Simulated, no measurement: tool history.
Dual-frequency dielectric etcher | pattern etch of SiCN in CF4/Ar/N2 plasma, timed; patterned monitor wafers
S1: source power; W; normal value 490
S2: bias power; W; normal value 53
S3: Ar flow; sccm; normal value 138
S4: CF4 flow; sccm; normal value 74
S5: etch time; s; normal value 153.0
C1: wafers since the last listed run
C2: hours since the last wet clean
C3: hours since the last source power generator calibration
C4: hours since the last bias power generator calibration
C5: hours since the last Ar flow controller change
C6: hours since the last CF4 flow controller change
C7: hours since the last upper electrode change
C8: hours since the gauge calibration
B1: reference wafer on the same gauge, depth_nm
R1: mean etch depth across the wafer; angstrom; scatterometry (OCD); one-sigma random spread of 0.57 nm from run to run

run,hour,S1,S2,S3,S4,S5,C1,C2,C3,C4,C5,C6,C7,C8,B1,R1
1,0.0,490,53,138,74,153.0,0,417.1,565.7,1706.9,2195.6,21.6,167.9,941.6,105.9,1130
2,37.5,490,53,124,74,153.0,357,454.6,603.2,1744.4,2233.1,59.1,205.4,979.1,105.9,1148
3,119.0,420,53,138,74,153.0,777,536.1,684.7,1825.9,2314.6,140.6,286.9,1060.6,106.0,1030
4,212.9,490,53,169,56,153.0,896,630.0,778.6,1919.8,2408.5,234.5,380.8,1154.5,106.0,1026
5,278.3,490,53,138,74,153.0,624,695.4,844.0,1985.2,2473.9,299.9,446.2,1219.9,106.0,1115
# hour 312.4: wet clean of the chamber
6,376.4,490,53,138,74,153.0,707,64.0,942.1,2083.3,2572.0,398.0,544.3,1318.0,106.1,1151
7,441.0,490,48,138,74,123.5,616,128.6,1006.7,2147.9,2636.6,462.6,608.9,1382.6,105.9,872
# hour 498.4: bias power generator calibrated
# hour 530.3: Ar flow controller replaced
8,548.4,490,43,138,74,153.0,929,236.0,1114.1,50.0,18.1,570.0,716.3,1490.0,106.0,1011
9,588.5,490,53,138,80,116.5,382,276.1,1154.2,90.1,58.2,610.1,756.4,1530.1,106.0,870
10,690.6,410,53,138,74,139.5,974,378.2,1256.3,192.2,160.3,712.2,858.5,1632.2,106.1,925
11,788.2,540,53,169,74,126.0,931,475.8,1353.9,289.8,257.9,809.8,956.1,1729.8,106.0,937
12,841.7,490,53,168,74,153.0,510,529.3,1407.4,343.3,311.4,863.3,1009.6,1783.3,106.0,1060
13,1076.5,490,53,138,74,153.0,2241,764.1,1642.2,578.1,546.2,1098.1,1244.4,2018.1,106.1,1095
# hour 1143.1: wet clean of the chamber
14,1179.8,420,46,138,68,165.0,756,36.7,1745.5,681.4,649.5,1201.4,1347.7,2121.4,106.1,1039
15,1278.8,490,53,165,58,118.5,944,135.7,1844.5,780.4,748.5,1300.4,1446.7,2220.4,106.1,830
16,1370.8,560,49,107,74,118.5,878,227.7,1936.5,872.4,840.5,1392.4,1538.7,2312.4,105.9,963
17,1457.9,490,62,113,74,188.5,831,314.8,2023.6,959.5,927.6,1479.5,1625.8,2399.5,105.9,1573
18,1552.1,490,53,138,74,188.5,899,409.0,2117.8,1053.7,1021.8,1573.7,1720.0,2493.7,106.0,1390
19,1607.2,490,49,106,60,153.0,525,464.1,2172.9,1108.8,1076.9,1628.8,1775.1,2548.8,106.0,1100
20,1675.5,490,53,138,64,190.5,651,532.4,2241.2,1177.1,1145.2,1697.1,1843.4,2617.1,106.0,1372
# hour 1693.9: source power generator calibrated
21,1746.0,490,53,164,74,193.0,634,602.9,52.1,1247.6,1215.7,1767.6,1913.9,2687.6,106.1,1359
22,1797.6,610,53,138,92,153.0,492,654.5,103.7,1299.2,1267.3,1819.2,1965.5,2739.2,106.0,1307

For each entry between runs, how does the tool's hidden state at the last listed run before it compare with that at the first listed run after it?
Runs 5 to 6: wet clean of the chamber (hour 312.4)
  etch rate over this chamber's usual, %: -3.89 -> -0.675
  measured result minus the result with no hidden state, R1: -46 -> -8 angstrom
Runs 7 to 8: bias power generator calibrated (hour 498.4); Ar flow controller replaced (hour 530.3)
  etch rate over this chamber's usual, %: -1.07 -> -1.72
  measured result minus the result with no hidden state, R1: -10 -> -17 angstrom
Runs 13 to 14: wet clean of the chamber (hour 1143.1)
  etch rate over this chamber's usual, %: -4.91 -> -0.3
  measured result minus the result with no hidden state, R1: -57 -> -3 angstrom
Runs 20 to 21: source power generator calibrated (hour 1693.9)
  etch rate over this chamber's usual, %: -3.3 -> -3.72
  measured result minus the result with no hidden state, R1: -46 -> -52 angstrom

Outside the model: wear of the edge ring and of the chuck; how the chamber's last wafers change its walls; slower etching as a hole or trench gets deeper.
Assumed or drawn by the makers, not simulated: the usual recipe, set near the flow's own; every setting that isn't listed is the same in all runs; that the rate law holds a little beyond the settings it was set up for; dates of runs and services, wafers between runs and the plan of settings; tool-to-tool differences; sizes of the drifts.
